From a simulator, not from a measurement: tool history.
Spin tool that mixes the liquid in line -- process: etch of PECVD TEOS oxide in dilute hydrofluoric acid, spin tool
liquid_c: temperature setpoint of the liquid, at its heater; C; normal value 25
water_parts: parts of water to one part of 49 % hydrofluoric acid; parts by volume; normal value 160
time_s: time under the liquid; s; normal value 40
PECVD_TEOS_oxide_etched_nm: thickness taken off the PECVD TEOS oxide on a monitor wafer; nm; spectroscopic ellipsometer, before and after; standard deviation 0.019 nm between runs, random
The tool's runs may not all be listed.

run,day,liquid_c,water_parts,time_s,"read-back film thickness of the PECVD TEOS oxide reference wafer, read on the same gauge (nm)",PECVD_TEOS_oxide_etched_nm
1,0,23,160,40,110.071,3.676
2,0.454,23,160,40,109.987,3.677
3,0.804,23,160,40,109.976,3.679
4,1.204,25,160,40,109.984,3.989
5,1.704,25,160,40,110.015,3.965
6,2.233,25,160,40,109.981,4.006
7,2.629,28.5,160,40,109.946,4.537
8,3.004,28.5,160,40,110.002,4.513
9,3.508,28.5,160,40,109.98,4.486
10,3.921,23,160,30,110.018,2.795
11,4.212,25,125,50,110.015,6.73
12,4.558,25,160,40,109.998,4.007
13,4.808,25,105,40,110.046,6.561
14,5.171,25,160,30,110.042,3.023
15,5.6,20.5,235,25,110.022,1.323
16,6.062,25,160,40,109.977,4.017
# day 6.238: thermometer replaced
17,6.654,29.5,100,35,110.007,6.597
# day 6.779: gauge calibrated
18,7.042,22,160,30,109.998,2.473
# day 7.179: hydrofluoric acid flow meter replaced
19,8.983,25,220,40,109.979,2.877

For run 20, what comes out?
20,9.892,23.5,130,50,?,?

For run 20 the tool returned read-back film thickness of the PECVD TEOS oxide reference wafer, read on the same gauge (nm) 110, PECVD_TEOS_oxide_etched_nm 6.466 nm.
Were there no unlogged condition in the tool, this run, its random variation unchanged, would have produced PECVD_TEOS_oxide_etched_nm 6.497 nm.

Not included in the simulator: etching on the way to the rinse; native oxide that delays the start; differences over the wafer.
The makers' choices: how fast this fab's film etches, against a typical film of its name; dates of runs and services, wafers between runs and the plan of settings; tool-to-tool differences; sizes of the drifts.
